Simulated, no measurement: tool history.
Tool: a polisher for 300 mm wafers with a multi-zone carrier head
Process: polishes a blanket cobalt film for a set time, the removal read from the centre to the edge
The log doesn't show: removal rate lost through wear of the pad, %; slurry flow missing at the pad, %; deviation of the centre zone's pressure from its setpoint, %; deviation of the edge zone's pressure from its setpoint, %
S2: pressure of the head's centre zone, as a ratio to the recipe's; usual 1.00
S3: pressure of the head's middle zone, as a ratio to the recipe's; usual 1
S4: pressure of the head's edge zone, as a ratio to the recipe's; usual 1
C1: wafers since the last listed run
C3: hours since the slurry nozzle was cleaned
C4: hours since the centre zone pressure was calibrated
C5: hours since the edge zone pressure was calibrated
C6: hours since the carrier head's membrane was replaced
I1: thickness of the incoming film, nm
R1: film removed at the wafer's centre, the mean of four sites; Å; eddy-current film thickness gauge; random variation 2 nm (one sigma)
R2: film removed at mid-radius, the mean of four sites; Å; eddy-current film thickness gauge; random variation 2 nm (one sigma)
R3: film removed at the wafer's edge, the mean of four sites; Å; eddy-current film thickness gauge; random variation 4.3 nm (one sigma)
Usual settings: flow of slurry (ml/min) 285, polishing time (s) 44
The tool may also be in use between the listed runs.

run 1 hour=0.0 | flow_of_slurry_(ml/min)=285 S2=0.97 S3=1 S4=1 polishing_time_(s)=44 | C1=0 wafers_polished_on_this_pad=1016 C3=346.7 C4=300.8 C5=183.0 C6=1470.7 | I1=919.0 | R1=3225 R2=3133 R3=3228
-- hour=0.1 worn pad replaced by a new one
run 2 hour=34.6 | flow_of_slurry_(ml/min)=225 S2=1.00 S3=1 S4=1 polishing_time_(s)=44 | C1=355 wafers_polished_on_this_pad=355 C3=381.3 C4=335.4 C5=217.6 C6=1505.3 | I1=917.8 | R1=3220 R2=3032 R3=3103
run 3 hour=50.3 | flow_of_slurry_(ml/min)=285 S2=1.00 S3=1 S4=1 polishing_time_(s)=44 | C1=161 wafers_polished_on_this_pad=516 C3=397.0 C4=351.1 C5=233.3 C6=1521.0 | I1=907.7 | R1=3337 R2=3148 R3=3216
run 4 hour=83.7 | flow_of_slurry_(ml/min)=285 S2=1.00 S3=1 S4=1 polishing_time_(s)=44 | C1=343 wafers_polished_on_this_pad=860 C3=430.4 C4=384.5 C5=266.7 C6=1554.4 | I1=926.9 | R1=3346 R2=3139 R3=3192
-- hour=89.8 worn pad replaced by a new one
run 5 hour=114.4 | flow_of_slurry_(ml/min)=285 S2=1.00 S3=1 S4=1 polishing_time_(s)=44 | C1=274 wafers_polished_on_this_pad=252 C3=461.1 C4=415.2 C5=297.4 C6=1585.1 | I1=921.6 | R1=3378 R2=3144 R3=3222
run 6 hour=126.9 | flow_of_slurry_(ml/min)=285 S2=1.00 S3=1 S4=1 polishing_time_(s)=44 | C1=128 wafers_polished_on_this_pad=381 C3=473.6 C4=427.7 C5=309.9 C6=1597.6 | I1=913.7 | R1=3375 R2=3163 R3=3174
-- hour=149.1 carrier head's membrane replaced by a new one
run 7 hour=152.0 | flow_of_slurry_(ml/min)=285 S2=1.00 S3=1 S4=1 polishing_time_(s)=44 | C1=206 wafers_polished_on_this_pad=587 C3=498.7 C4=452.8 C5=335.0 C6=2.9 | I1=932.8 | R1=3349 R2=3125 R3=3287
run 8 hour=170.4 | flow_of_slurry_(ml/min)=285 S2=1.00 S3=1 S4=1 polishing_time_(s)=44 | C1=189 wafers_polished_on_this_pad=776 C3=517.1 C4=471.2 C5=353.4 C6=21.3 | I1=917.0 | R1=3376 R2=3144 R3=3125
-- hour=190.2 worn pad replaced by a new one
run 9 hour=190.7 | flow_of_slurry_(ml/min)=285 S2=1.00 S3=1 S4=1 polishing_time_(s)=55 | C1=167 wafers_polished_on_this_pad=5 C3=537.4 C4=491.5 C5=373.7 C6=41.6 | I1=926.5 | R1=4214 R2=3920 R3=3988
-- hour=203.2 slurry nozzle cleaned
run 10 hour=203.6 | flow_of_slurry_(ml/min)=205 S2=1.00 S3=1 S4=1 polishing_time_(s)=44 | C1=122 wafers_polished_on_this_pad=127 C3=0.4 C4=504.4 C5=386.6 C6=54.5 | I1=914.2 | R1=3275 R2=3026 R3=3087
run 11 hour=225.0 | flow_of_slurry_(ml/min)=285 S2=1.00 S3=1 S4=1 polishing_time_(s)=44 | C1=220 wafers_polished_on_this_pad=347 C3=21.8 C4=525.8 C5=408.0 C6=75.9 | I1=916.5 | R1=3422 R2=3161 R3=3226
-- hour=239.4 edge zone pressure recalibrated
run 12 hour=241.3 | flow_of_slurry_(ml/min)=285 S2=1.00 S3=1 S4=1 polishing_time_(s)=44 | C1=147 wafers_polished_on_this_pad=494 C3=38.1 C4=542.1 C5=1.9 C6=92.2 | I1=920.0 | R1=3377 R2=3189 R3=3233
-- hour=264.9 centre zone pressure recalibrated
-- hour=277.7 worn pad replaced by a new one
run 13 hour=278.2 | flow_of_slurry_(ml/min)=235 S2=1.00 S3=1 S4=1 polishing_time_(s)=44 | C1=317 wafers_polished_on_this_pad=5 C3=75.0 C4=13.3 C5=38.8 C6=129.1 | I1=940.3 | R1=3144 R2=3111 R3=3243

Forecast run 14:
run 14 hour=294.4 | flow_of_slurry_(ml/min)=285 S2=1.00 S3=1 S4=1 polishing_time_(s)=49 | C1=166 wafers_polished_on_this_pad=171 C3=91.2 C4=29.5 C5=55.0 C6=145.3 | I1=924.5 | R1=? R2=? R3=?

{"run 14": {"R1": 3568, "R2": 3531, "R3": 3560}}
Without the tool's hidden state the same run would have given R1 3563 Å, R2 3531 Å, R3 3560 Å.

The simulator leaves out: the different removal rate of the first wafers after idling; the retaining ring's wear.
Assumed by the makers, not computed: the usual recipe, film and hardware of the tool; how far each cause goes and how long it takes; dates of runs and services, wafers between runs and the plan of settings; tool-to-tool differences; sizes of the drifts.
